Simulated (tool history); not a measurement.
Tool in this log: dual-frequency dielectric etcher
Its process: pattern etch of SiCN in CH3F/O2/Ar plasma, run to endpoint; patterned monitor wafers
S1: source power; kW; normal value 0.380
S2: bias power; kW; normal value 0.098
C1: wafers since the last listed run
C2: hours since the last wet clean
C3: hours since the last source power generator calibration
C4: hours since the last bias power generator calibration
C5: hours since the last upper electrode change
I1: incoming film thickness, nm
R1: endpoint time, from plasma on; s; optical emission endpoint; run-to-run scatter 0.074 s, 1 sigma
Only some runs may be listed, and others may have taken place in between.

{"run": 1, "hour": 0.0, "S1": 0.38, "S2": 0.082, "C1": 0, "C2": 99.6, "C3": 2163.6, "C4": 2002.6, "C5": 3475.6, "I1": 10.95, "R1": 26.3}
{"run": 2, "hour": 42.9, "S1": 0.38, "S2": 0.082, "C1": 556, "C2": 142.5, "C3": 2206.5, "C4": 2045.5, "C5": 3518.5, "I1": 10.81, "R1": 26.3}
{"run": 3, "hour": 86.0, "S1": 0.38, "S2": 0.098, "C1": 558, "C2": 185.6, "C3": 2249.6, "C4": 2088.6, "C5": 3561.6, "I1": 10.76, "R1": 24.6}
{"run": 4, "hour": 194.5, "S1": 0.38, "S2": 0.098, "C1": 1406, "C2": 294.1, "C3": 2358.1, "C4": 2197.1, "C5": 3670.1, "I1": 10.95, "R1": 25.1}
{"run": 5, "hour": 253.7, "S1": 0.38, "S2": 0.098, "C1": 767, "C2": 353.3, "C3": 2417.3, "C4": 2256.3, "C5": 3729.3, "I1": 10.93, "R1": 25.1}
{"hour": 294.4, "done": "wet clean of the chamber"}
{"run": 6, "hour": 294.9, "S1": 0.43, "S2": 0.098, "C1": 222, "C2": 0.5, "C3": 2458.5, "C4": 2297.5, "C5": 3770.5, "I1": 10.93, "R1": 23.8}
{"run": 7, "hour": 308.5, "S1": 0.43, "S2": 0.098, "C1": 176, "C2": 14.1, "C3": 2472.1, "C4": 2311.1, "C5": 3784.1, "I1": 10.89, "R1": 23.5}
{"run": 8, "hour": 399.9, "S1": 0.38, "S2": 0.098, "C1": 1184, "C2": 105.5, "C3": 2563.5, "C4": 2402.5, "C5": 3875.5, "I1": 10.86, "R1": 24.7}
{"run": 9, "hour": 452.2, "S1": 0.38, "S2": 0.098, "C1": 677, "C2": 157.8, "C3": 2615.8, "C4": 2454.8, "C5": 3927.8, "I1": 10.98, "R1": 24.8}
{"run": 10, "hour": 506.9, "S1": 0.38, "S2": 0.098, "C1": 709, "C2": 212.5, "C3": 2670.5, "C4": 2509.5, "C5": 3982.5, "I1": 10.93, "R1": 24.9}
{"run": 11, "hour": 572.5, "S1": 0.38, "S2": 0.098, "C1": 850, "C2": 278.1, "C3": 2736.1, "C4": 2575.1, "C5": 4048.1, "I1": 10.88, "R1": 24.9}
{"hour": 671.1, "done": "wet clean of the chamber"}
{"run": 12, "hour": 707.6, "S1": 0.32, "S2": 0.098, "C1": 1440, "C2": 36.5, "C3": 2871.2, "C4": 2710.2, "C5": 4183.2, "I1": 10.97, "R1": 26.2}
{"run": 13, "hour": 748.1, "S1": 0.38, "S2": 0.098, "C1": 524, "C2": 77.0, "C3": 2911.7, "C4": 2750.7, "C5": 4223.7, "I1": 10.9, "R1": 24.9}
{"run": 14, "hour": 812.1, "S1": 0.38, "S2": 0.116, "C1": 829, "C2": 141.0, "C3": 2975.7, "C4": 2814.7, "C5": 4287.7, "I1": 11.01, "R1": 23.5}
{"run": 15, "hour": 849.1, "S1": 0.38, "S2": 0.098, "C1": 479, "C2": 178.0, "C3": 3012.7, "C4": 2851.7, "C5": 4324.7, "I1": 10.89, "R1": 24.8}
{"run": 16, "hour": 894.0, "S1": 0.38, "S2": 0.098, "C1": 581, "C2": 222.9, "C3": 3057.6, "C4": 2896.6, "C5": 4369.6, "I1": 10.93, "R1": 25.1}
{"hour": 912.2, "done": "bias power generator calibrated"}
{"hour": 931.0, "done": "source power generator calibrated"}
{"run": 17, "hour": 950.9, "S1": 0.29, "S2": 0.114, "C1": 633, "C2": 279.8, "C3": 19.9, "C4": 38.7, "C5": 4426.5, "I1": 10.91, "R1": 25.5}
{"hour": 1030.3, "done": "wet clean of the chamber"}
{"run": 18, "hour": 1030.8, "S1": 0.3, "S2": 0.12, "C1": 724, "C2": 0.5, "C3": 99.8, "C4": 118.6, "C5": 4506.4, "I1": 10.96, "R1": 24.6}
{"hour": 1083.7, "done": "upper electrode replaced"}
{"run": 19, "hour": 1215.6, "S1": 0.38, "S2": 0.098, "C1": 2084, "C2": 185.3, "C3": 284.6, "C4": 303.4, "C5": 131.9, "I1": 10.86, "R1": 24.7}
{"run": 20, "hour": 1258.2, "S1": 0.34, "S2": 0.12, "C1": 552, "C2": 227.9, "C3": 327.2, "C4": 346.0, "C5": 174.5, "I1": 10.93, "R1": 23.8}
{"run": 21, "hour": 1307.0, "S1": 0.38, "S2": 0.119, "C1": 632, "C2": 276.7, "C3": 376.0, "C4": 394.8, "C5": 223.3, "I1": 10.92, "R1": 23.3}
{"run": 22, "hour": 1370.4, "S1": 0.45, "S2": 0.098, "C1": 821, "C2": 340.1, "C3": 439.4, "C4": 458.2, "C5": 286.7, "I1": 10.82, "R1": 23.6}

Branching from run 22: 3 alternative next runs. What would each branch give?
{"run": "A", "hour": 1370.8, "S1": 0.38, "S2": 0.098, "C1": 5, "C2": 340.5, "C3": 439.8, "C4": 458.6, "C5": 287.1, "I1": 10.86, "R1": "?"}
{"run": "B", "hour": 1370.8, "S1": 0.44, "S2": 0.075, "C1": 5, "C2": 340.5, "C3": 439.8, "C4": 458.6, "C5": 287.1, "I1": 10.86, "R1": "?"}
{"run": "C", "hour": 1370.8, "S1": 0.42, "S2": 0.104, "C1": 5, "C2": 340.5, "C3": 439.8, "C4": 458.6, "C5": 287.1, "I1": 10.86, "R1": "?"}

run=A R1=25.1
run=B R1=26.4
run=C R1=23.8
Stripped of hidden state, with their random variation kept, the same runs would have yielded:
run=A R1=24.5
run=B R1=25.8
run=C R1=23.3
